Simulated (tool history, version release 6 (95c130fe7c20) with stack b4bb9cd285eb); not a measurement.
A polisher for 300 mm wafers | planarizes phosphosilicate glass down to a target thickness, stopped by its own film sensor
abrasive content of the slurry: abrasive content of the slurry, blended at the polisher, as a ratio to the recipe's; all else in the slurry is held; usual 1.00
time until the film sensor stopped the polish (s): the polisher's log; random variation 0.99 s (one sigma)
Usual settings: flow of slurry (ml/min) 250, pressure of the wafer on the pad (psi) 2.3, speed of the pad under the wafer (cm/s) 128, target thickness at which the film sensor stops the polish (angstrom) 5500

run	hour	flow of slurry (ml/min)	pressure of the wafer on the pad (psi)	speed of the pad under the wafer (cm/s)	abrasive content of the slurry	target thickness at which the film sensor stops the polish (angstrom)	wafers since the last listed run	wafers polished on this pad	hours since the slurry nozzle was cleaned	hours since the head pressure was calibrated	hours since the slurry blender was calibrated	hours since the conditioning disc was replaced	incoming thickness of the incoming film, nm	time until the film sensor stopped the polish (s)
1	0.0	315	2.3	116	1.00	5500	0	170	321.5	1137.3	146.8	311.1	1253.1	76.0
# hour 9.0: conditioning disc replaced and pad reconditioned
2	19.1	250	1.7	128	1.00	6320	181	351	340.6	1156.4	165.9	10.1	1282.9	88.2
3	41.8	285	2.3	94	1.00	3100	240	592	363.3	1179.1	188.6	32.8	1288.7	129.0
4	54.4	310	1.9	128	0.75	7030	133	725	375.9	1191.7	201.2	45.4	1290.3	84.2
# hour 63.2: slurry nozzle cleaned
5	80.7	250	2.3	108	1.00	5500	268	994	17.5	1218.0	227.5	71.7	1257.9	82.5
6	94.0	210	1.9	110	0.70	5500	140	1135	30.8	1231.3	240.8	85.0	1257.9	121.9
7	117.4	205	1.7	128	1.15	5500	248	1383	54.2	1254.7	264.2	108.4	1282.3	93.4
# hour 124.3: slurry blender recalibrated
8	144.2	250	2.3	128	1.30	5500	262	1645	81.0	1281.5	19.9	135.2	1261.8	64.4
# hour 163.8: head pressure recalibrated
9	229.3	250	2.6	128	1.00	5500	880	2526	166.1	65.5	105.0	220.3	1285.0	66.8
# hour 254.7: worn pad replaced by a new one
10	270.1	335	2.3	116	1.15	3020	390	163	206.9	106.3	145.8	261.1	1292.7	98.5
11	291.0	185	2.3	128	1.00	5500	221	384	227.8	127.2	166.7	282.0	1269.2	75.7
12	324.0	250	3.1	94	1.00	5500	349	734	260.8	160.2	199.7	315.0	1253.0	66.8
# hour 326.8: conditioning disc replaced and pad reconditioned
13	340.3	280	2.3	128	1.25	5500	151	886	277.1	176.5	216.0	13.5	1270.5	66.5
14	358.7	250	2.6	128	1.00	5500	195	1081	295.5	194.9	234.4	31.9	1270.8	64.9
15	372.1	285	2.3	110	1.00	5500	142	1223	308.9	208.3	247.8	45.3	1277.6	82.5
16	384.6	250	2.3	128	1.00	5500	132	1355	321.4	220.8	260.3	57.8	1273.4	73.8
# hour 388.1: slurry blender recalibrated
17	417.7	250	2.3	128	1.00	5500	329	1685	354.5	253.9	29.6	90.9	1266.9	73.5
# hour 420.7: slurry nozzle cleaned
18	439.1	210	2.3	128	0.85	3160	216	1901	18.4	275.3	51.0	112.3	1293.7	109.6
19	464.1	250	2.3	128	1.00	5500	264	2166	43.4	300.3	76.0	137.3	1258.6	71.6
20	486.4	250	2.6	128	0.75	5500	236	2402	65.7	322.6	98.3	159.6	1268.8	75.9
21	504.7	170	2.3	128	1.20	5500	193	2596	84.0	340.9	116.6	177.9	1267.4	67.7
# hour 526.0: worn pad replaced by a new one
22	526.5	310	2.3	128	1.00	5500	188	5	105.8	362.7	138.4	199.7	1255.3	72.1
23	547.5	165	2.3	128	1.00	7590	222	228	126.8	383.7	159.4	220.7	1257.4	51.7
24	582.4	250	2.3	128	1.00	5500	369	597	161.7	418.6	194.3	255.6	1244.6	70.6

Forecast each of these 5 alternatives for the next run:
A	582.8	250	2.3	128	1.00	5500	4	602	162.1	419.0	194.7	256.0	1279.2	?
B	582.8	250	2.9	88	0.80	3070	4	602	162.1	419.0	194.7	256.0	1279.2	?
C	582.8	250	1.9	104	0.90	5500	4	602	162.1	419.0	194.7	256.0	1279.2	?
D	582.8	250	2.6	128	1.00	6770	4	602	162.1	419.0	194.7	256.0	1279.2	?
E	582.8	250	2.3	98	0.90	5500	4	602	162.1	419.0	194.7	256.0	1279.2	?

run	time until the film sensor stopped the polish (s)
A	74.3
B	119.7
C	112.2
D	54.3
E	97.2
Without the tool's hidden state the same runs would have given:
run	time until the film sensor stopped the polish (s)
A	74.3
B	119.7
C	112.2
D	54.3
E	97.2
